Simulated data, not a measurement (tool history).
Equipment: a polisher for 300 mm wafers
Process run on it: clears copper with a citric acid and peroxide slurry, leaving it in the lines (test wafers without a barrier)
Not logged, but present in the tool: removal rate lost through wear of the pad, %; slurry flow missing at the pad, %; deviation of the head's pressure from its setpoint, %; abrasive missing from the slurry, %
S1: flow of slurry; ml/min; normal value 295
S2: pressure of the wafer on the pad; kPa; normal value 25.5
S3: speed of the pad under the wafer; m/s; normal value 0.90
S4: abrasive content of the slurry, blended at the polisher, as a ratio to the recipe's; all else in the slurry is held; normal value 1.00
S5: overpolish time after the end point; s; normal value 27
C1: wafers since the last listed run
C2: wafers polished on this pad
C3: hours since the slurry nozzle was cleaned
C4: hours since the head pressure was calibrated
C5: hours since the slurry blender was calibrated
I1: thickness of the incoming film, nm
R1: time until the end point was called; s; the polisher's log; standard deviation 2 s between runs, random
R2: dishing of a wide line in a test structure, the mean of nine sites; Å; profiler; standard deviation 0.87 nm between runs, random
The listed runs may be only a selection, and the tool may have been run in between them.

run 1 day=0.000 | S1=295 S2=25.5 S3=0.90 S4=1.00 S5=17 | C1=0 C2=3 C3=787.6 C4=272.2 C5=109.1 | I1=298.2 | R1=110.9 R2=304
run 2 day=0.425 | S1=295 S2=25.5 S3=0.90 S4=1.00 S5=17 | C1=74 C2=77 C3=797.8 C4=282.4 C5=119.3 | I1=294.7 | R1=113.6 R2=301
run 3 day=0.896 | S1=295 S2=25.5 S3=0.90 S4=1.00 S5=17 | C1=82 C2=160 C3=809.1 C4=293.7 C5=130.6 | I1=293.5 | R1=116.1 R2=303
run 4 day=1.350 | S1=295 S2=25.5 S3=0.90 S4=1.00 S5=27 | C1=79 C2=239 C3=820.0 C4=304.6 C5=141.5 | I1=295.5 | R1=115.0 R2=442
run 5 day=1.800 | S1=295 S2=25.5 S3=0.90 S4=1.00 S5=27 | C1=78 C2=318 C3=830.8 C4=315.4 C5=152.3 | I1=293.6 | R1=110.4 R2=437
run 6 day=2.212 | S1=295 S2=25.5 S3=0.90 S4=1.00 S5=27 | C1=72 C2=390 C3=840.7 C4=325.3 C5=162.2 | I1=290.8 | R1=112.0 R2=440
run 7 day=2.758 | S1=295 S2=25.5 S3=0.90 S4=1.00 S5=27 | C1=95 C2=485 C3=853.8 C4=338.4 C5=175.3 | I1=290.4 | R1=114.6 R2=412
-- day=3.046 slurry blender recalibrated
run 8 day=3.317 | S1=295 S2=25.5 S3=0.90 S4=1.00 S5=27 | C1=83 C2=568 C3=867.2 C4=351.8 C5=6.5 | I1=294.5 | R1=115.1 R2=438
run 9 day=3.921 | S1=340 S2=25.5 S3=0.90 S4=1.00 S5=27 | C1=105 C2=674 C3=881.7 C4=366.3 C5=21.0 | I1=296.0 | R1=117.6 R2=432
run 10 day=4.479 | S1=295 S2=25.5 S3=1.16 S4=1.00 S5=27 | C1=97 C2=772 C3=895.1 C4=379.7 C5=34.4 | I1=291.7 | R1=94.8 R2=511
run 11 day=5.117 | S1=220 S2=25.5 S3=1.10 S4=1.20 S5=20 | C1=111 C2=883 C3=910.4 C4=395.0 C5=49.7 | I1=295.2 | R1=102.0 R2=380
-- day=5.317 slurry nozzle cleaned
-- day=5.442 worn pad replaced by a new one
run 12 day=5.779 | S1=295 S2=25.5 S3=0.90 S4=1.00 S5=27 | C1=86 C2=59 C3=11.1 C4=410.9 C5=65.6 | I1=296.2 | R1=107.0 R2=451
run 13 day=6.462 | S1=295 S2=25.5 S3=0.90 S4=0.80 S5=27 | C1=119 C2=178 C3=27.5 C4=427.3 C5=82.0 | I1=300.2 | R1=120.0 R2=416
run 14 day=6.750 | S1=345 S2=25.5 S3=0.90 S4=0.85 S5=40 | C1=50 C2=228 C3=34.4 C4=434.2 C5=88.9 | I1=295.4 | R1=115.8 R2=577
run 15 day=7.083 | S1=295 S2=25.5 S3=0.90 S4=1.00 S5=27 | C1=58 C2=287 C3=42.4 C4=442.2 C5=96.9 | I1=294.9 | R1=114.2 R2=462
run 16 day=7.675 | S1=250 S2=25.5 S3=0.90 S4=1.00 S5=27 | C1=103 C2=390 C3=56.6 C4=456.4 C5=111.1 | I1=291.7 | R1=114.7 R2=433
run 17 day=8.204 | S1=225 S2=20.7 S3=0.72 S4=1.00 S5=43 | C1=92 C2=483 C3=69.3 C4=469.1 C5=123.8 | I1=290.7 | R1=167.6 R2=480
-- day=8.492 head pressure recalibrated
run 18 day=8.917 | S1=295 S2=25.5 S3=0.68 S4=1.00 S5=27 | C1=110 C2=593 C3=86.4 C4=10.2 C5=140.9 | I1=296.6 | R1=151.0 R2=351
run 19 day=9.350 | S1=295 S2=25.5 S3=0.90 S4=1.00 S5=27 | C1=75 C2=669 C3=96.8 C4=20.6 C5=151.3 | I1=301.4 | R1=119.4 R2=426
-- day=9.446 slurry blender recalibrated
run 20 day=10.088 | S1=295 S2=25.5 S3=0.90 S4=0.85 S5=27 | C1=114 C2=783 C3=114.5 C4=38.3 C5=15.4 | I1=298.8 | R1=125.8 R2=400
run 21 day=10.592 | S1=295 S2=25.5 S3=1.06 S4=1.00 S5=27 | C1=88 C2=871 C3=126.6 C4=50.4 C5=27.5 | I1=294.5 | R1=106.3 R2=465
run 22 day=11.296 | S1=195 S2=25.5 S3=0.62 S4=1.00 S5=27 | C1=123 C2=994 C3=143.5 C4=67.3 C5=44.4 | I1=298.1 | R1=187.9 R2=296
-- day=11.467 worn pad replaced by a new one
run 23 day=11.921 | S1=190 S2=25.5 S3=0.64 S4=1.15 S5=33 | C1=80 C2=79 C3=158.5 C4=82.3 C5=59.4 | I1=295.1 | R1=149.4 R2=407
run 24 day=12.333 | S1=295 S2=25.5 S3=0.90 S4=1.25 S5=27 | C1=72 C2=151 C3=168.4 C4=92.2 C5=69.3 | I1=293.6 | R1=101.7 R2=485
run 25 day=13.379 | S1=295 S2=25.5 S3=0.90 S4=1.00 S5=27 | C1=182 C2=334 C3=193.5 C4=117.3 C5=94.4 | I1=299.9 | R1=114.9 R2=453
run 26 day=13.758 | S1=295 S2=25.5 S3=0.90 S4=1.00 S5=11 | C1=66 C2=400 C3=202.6 C4=126.4 C5=103.5 | I1=296.5 | R1=115.8 R2=199
run 27 day=14.067 | S1=295 S2=18.6 S3=0.90 S4=0.80 S5=20 | C1=53 C2=454 C3=210.0 C4=133.8 C5=110.9 | I1=291.9 | R1=155.5 R2=255
run 28 day=15.729 | S1=250 S2=25.5 S3=1.06 S4=1.00 S5=42 | C1=290 C2=745 C3=249.9 C4=173.7 C5=150.8 | I1=292.2 | R1=105.6 R2=665
run 29 day=16.429 | S1=295 S2=31.0 S3=0.90 S4=1.00 S5=13 | C1=122 C2=867 C3=266.7 C4=190.5 C5=167.6 | I1=291.7 | R1=104.8 R2=259

Branching from run 29: 3 alternative next runs. What would each branch give?
run A day=16.450 | S1=295 S2=25.5 S3=1.18 S4=1.00 S5=27 | C1=1 C2=869 C3=267.2 C4=191.0 C5=168.1 | I1=293.6 | R1=? R2=?
run B day=16.450 | S1=295 S2=25.5 S3=0.60 S4=1.00 S5=27 | C1=1 C2=869 C3=267.2 C4=191.0 C5=168.1 | I1=293.6 | R1=? R2=?
run C day=16.450 | S1=295 S2=25.5 S3=0.90 S4=0.75 S5=27 | C1=1 C2=869 C3=267.2 C4=191.0 C5=168.1 | I1=293.6 | R1=? R2=?

run=A R1=96.9 R2=512
run=B R1=176.8 R2=309
run=C R1=137.1 R2=385
The same runs, with their run-to-run variation unchanged, on a tool lacking any hidden condition would have given:
run=A R1=86.0 R2=562
run=B R1=156.9 R2=343
run=C R1=121.7 R2=425
